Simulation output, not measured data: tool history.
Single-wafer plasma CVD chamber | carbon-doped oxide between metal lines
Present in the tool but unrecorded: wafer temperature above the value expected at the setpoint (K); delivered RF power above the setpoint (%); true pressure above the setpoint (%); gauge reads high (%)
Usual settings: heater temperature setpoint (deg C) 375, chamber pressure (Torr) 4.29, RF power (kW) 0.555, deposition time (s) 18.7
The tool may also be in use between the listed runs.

run,hour,heater temperature setpoint (deg C),chamber pressure (Torr),RF power (kW),deposition time (s),wafers since the last listed run,hours since the last thermocouple change,hours since the last RF generator calibration,hours since the last manometer calibration,hours since the showerhead was replaced,hours since the gauge calibration,"read-back reference wafer on the same gauge, thickness_nm",mean film thickness on the monitor wafer (Å)
1,0.0,375,4.29,0.555,16.8,0,2695.0,841.6,2022.7,4985.1,2194.7,104.295,781.75
# hour 23.1: thermocouple changed; heater temperature recalibrated
2,41.7,375,4.29,0.555,16.8,603,18.6,883.3,2064.4,5026.8,2236.4,104.117,779.45
3,95.8,369,4.29,0.525,18.7,969,72.7,937.4,2118.5,5080.9,2290.5,104.132,850.08
4,158.8,369,4.29,0.525,18.7,1128,135.7,1000.4,2181.5,5143.9,2353.5,104.017,848.58
5,194.3,375,5.04,0.555,18.7,635,171.2,1035.9,2217.0,5179.4,2389.0,104.223,874.69
# hour 199.6: gauge calibrated
6,238.6,375,5.04,0.555,18.7,793,215.5,1080.2,2261.3,5223.7,39.0,104.216,873.18
# hour 268.3: capacitance manometer re-zeroed and calibrated
7,292.5,375,4.29,0.555,18.7,822,269.4,1134.1,24.2,5277.6,92.9,104.195,867.36
8,363.4,375,4.29,0.555,18.7,1270,340.3,1205.0,95.1,5348.5,163.8,104.019,857.25
9,411.1,375,5.04,0.555,18.7,854,388.0,1252.7,142.8,5396.2,211.5,104.209,870.04
10,476.6,375,3.87,0.595,18.7,1173,453.5,1318.2,208.3,5461.7,277.0,104.050,887.20
11,542.1,384,5.07,0.500,21.6,1173,519.0,1383.7,273.8,5527.2,342.5,104.162,916.19
# hour 560.9: showerhead replaced
12,589.6,382,3.38,0.505,18.7,707,566.5,1431.2,321.3,28.7,390.0,104.122,776.38
13,637.3,375,4.29,0.480,15.4,854,614.2,1478.9,369.0,76.4,437.7,104.147,649.22
14,667.3,385,3.51,0.650,18.7,537,644.2,1508.9,399.0,106.4,467.7,104.027,897.85
15,696.2,375,4.29,0.510,21.3,517,673.1,1537.8,427.9,135.3,496.6,104.074,920.75
16,775.6,383,3.53,0.480,19.9,1422,752.5,1617.2,507.3,214.7,576.0,103.949,800.45
17,824.4,361,3.23,0.515,20.8,874,801.3,1666.0,556.1,263.5,624.8,104.035,924.46
# hour 860.8: RF generator calibrated
18,861.3,375,4.29,0.470,20.9,517,838.2,0.5,593.0,300.4,661.7,104.104,891.20
19,905.5,375,4.29,0.555,18.7,791,882.4,44.7,637.2,344.6,705.9,104.224,878.58
20,945.5,375,4.29,0.555,18.7,716,922.4,84.7,677.2,384.6,745.9,104.221,875.80
21,1012.9,375,4.29,0.615,18.7,1207,989.8,152.1,744.6,452.0,813.3,104.148,932.67
22,1043.6,375,4.29,0.490,18.7,549,1020.5,182.8,775.3,482.7,844.0,104.103,812.26
23,1084.6,367,4.29,0.555,20.8,734,1061.5,223.8,816.3,523.7,885.0,104.020,994.69
24,1134.7,371,5.27,0.555,15.1,897,1111.6,273.9,866.4,573.8,935.1,104.082,726.96
25,1182.7,375,4.29,0.555,18.7,859,1159.6,321.9,914.4,621.8,983.1,104.121,874.68
26,1223.7,375,4.80,0.620,18.7,734,1200.6,362.9,955.4,662.8,1024.1,104.030,941.95
27,1289.5,363,3.33,0.480,22.4,1178,1266.4,428.7,1021.2,728.6,1089.9,104.138,974.63

Results per run with the tool's hidden condition removed, run-to-run variation unchanged:
run,mean film thickness on the monitor wafer (Å)
1,797.57
2,795.98
3,869.31
4,869.03
5,896.36
6,895.72
7,890.86
8,881.91
9,896.06
10,914.49
11,947.11
12,803.40
13,672.71
14,929.47
15,955.09
16,832.15
17,961.78
18,894.41
19,882.45
20,880.42
21,938.95
22,818.57
23,1003.03
24,733.88
25,883.95
26,952.66
27,987.73
